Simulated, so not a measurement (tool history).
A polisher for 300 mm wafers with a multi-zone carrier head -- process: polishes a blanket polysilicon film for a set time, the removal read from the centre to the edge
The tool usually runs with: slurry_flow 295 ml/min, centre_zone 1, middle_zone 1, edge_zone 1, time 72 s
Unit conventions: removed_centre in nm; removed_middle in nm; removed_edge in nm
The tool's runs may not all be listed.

run,hour,slurry_flow,centre_zone,middle_zone,edge_zone,time,"incoming thickness of the incoming film, nm",removed_centre,removed_middle,removed_edge
1,0,295,1,1,1,72,1691.5,541.2,536.4,527.9
# hour 2: edge zone pressure recalibrated
2,63.1,295,1,1,1,72,1696.2,546.2,556.8,530.3
# hour 99.2: slurry nozzle cleaned
3,122.7,295,1,1,1,72,1699.7,531,550.4,520.8
4,189.3,295,1,1,1,72,1705.6,540.2,536.7,523.6
5,246.1,295,1,1,1,72,1726.9,532.5,524.1,519.3
6,340.8,295,1,1,1,72,1674.3,536.5,540.1,514.2
7,446.8,295,0.89,1,0.89,54,1704.9,341.7,384.4,349.6
# hour 483.5: centre zone pressure recalibrated
# hour 489.3: edge zone pressure recalibrated
8,521.8,295,1,1,1,72,1720.3,496.3,516.7,484.4
# hour 566.2: worn pad replaced by a new one
9,577.8,200,1,1,1.04,60,1678,430.4,434.8,435.4
10,671.2,295,0.93,0.94,1,72,1687.5,502.8,542.3,528.8
11,775,360,1,1,1,72,1702.2,554.6,553.8,529.6
# hour 799.2: slurry nozzle cleaned
12,814.3,295,1,1,1,72,1716.7,528.7,549.3,526.8
13,913,295,0.96,1,1.1,72,1685.5,500,549.3,538.9
14,968.5,360,1,1.07,1.1,61,1730.6,448.1,484.3,458.1
# hour 1013.2: centre zone pressure recalibrated
15,1018.2,295,1,1,1,72,1704.4,516.2,524.5,492.8
# hour 1035.9: edge zone pressure recalibrated
# hour 1036.4: worn pad replaced by a new one
# hour 1110.5: carrier head's membrane replaced by a new one
16,1119.6,295,1,1.09,1,54,1697,418.8,454.4,406.5
17,1226.6,255,1.04,1.12,1,65,1678.5,512,535.6,479.4
18,1419.1,190,1,0.96,0.94,93,1691.5,634.6,627.5,610.6

Run 19 has not been measured yet. What should we expect?
19,1493.3,365,1,1,1,72,1683.9,?,?,?

removed_centre: 543.8 nm
removed_middle: 536.8 nm
removed_edge: 513.3 nm
Had the tool carried no hidden state, the very same run would have given removed_centre 582.3 nm, removed_middle 574.8 nm, removed_edge 549.6 nm.
